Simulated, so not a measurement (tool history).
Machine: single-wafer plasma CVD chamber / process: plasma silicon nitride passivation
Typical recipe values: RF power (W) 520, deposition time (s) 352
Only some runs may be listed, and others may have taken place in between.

run	hour	RF power (W)	deposition time (s)	read-back reference wafer on the same gauge, thickness_nm	mean film thickness on the monitor wafer (angstrom)
1	0	520	352	601.978	5019.52
2	26.5	520	352	601.918	4992.65
3	42.1	440	386	601.973	5110.34
4	73.6	440	386	601.955	5108.83
5	105.9	520	352	601.883	5005.5
6	128	520	352	601.873	5030.69
7	220.6	520	352	602.007	5006.7
8	251.2	520	352	601.949	5002.79
9	271	520	352	602.024	5002.78
10	298.2	520	405	601.916	5760.41
11	321.3	520	405	601.988	5761.28
12	347.1	520	405	602.273	5749.18
13	367.5	560	397	602.115	5806.81
14	392.5	520	352	602.052	4985.56
15	420.2	520	352	601.722	4991.15
16	441.8	520	352	601.839	4974.12
17	468.8	520	301	601.926	4264.21
18	488.1	520	301	601.883	4252.65
19	502.4	520	352	601.979	4986.83
20	526.2	520	352	601.898	4990.04
21	556.8	585	352	601.977	5214.49
22	571.7	520	352	602.145	4964.4
23	594.8	475	395	601.695	5379.89
24	626.1	555	303	602.445	4388.18
25	653.8	520	352	602.143	4962.97
26	674	520	408	602.016	5771.43
27	688.1	460	396	601.709	5305.89
28	706.9	585	393	602.173	5822.07
29	723.6	445	323	602.108	4258.92
# hour 755.2: RF generator calibrated
30	755.6	590	392	601.973	5979.01
31	783.8	490	352	601.919	4969.02
# hour 786.6: gauge calibrated
# hour 807.2: showerhead replaced
32	807.7	520	352	601.921	5102.35
33	824	565	313	602.183	4708.52
34	846.8	465	371	601.732	5136.12
35	874.5	520	405	601.913	5867.96
36	888.5	575	352	601.908	5318.16
37	915.3	520	352	602.142	5099.66
38	939	565	405	601.714	6054.26
39	972.5	485	352	602.267	4942.75
40	991.8	420	397	602.15	5203.94
41	1006.4	615	290	601.898	4474.52
42	1020	520	405	602.336	5844.05
43	1049.6	450	316	602.138	4280.5
44	1075.4	480	312	601.778	4357.04

Alternative continuations, all from the tool just after run 44; predict every row:
A	1075.9	605	352	?	?
B	1075.9	465	419	?	?
C	1075.9	615	414	?	?
D	1075.9	610	290	?	?

run	read-back reference wafer on the same gauge, thickness_nm	mean film thickness on the monitor wafer (angstrom)
A	601.784	5403.67
B	601.784	5765.15
C	601.784	6396.79
D	601.784	4466.42
What these runs would have given with no unlogged condition in the tool:
run	mean film thickness on the monitor wafer (angstrom)
A	5430.88
B	5794.18
C	6428.99
D	4488.91
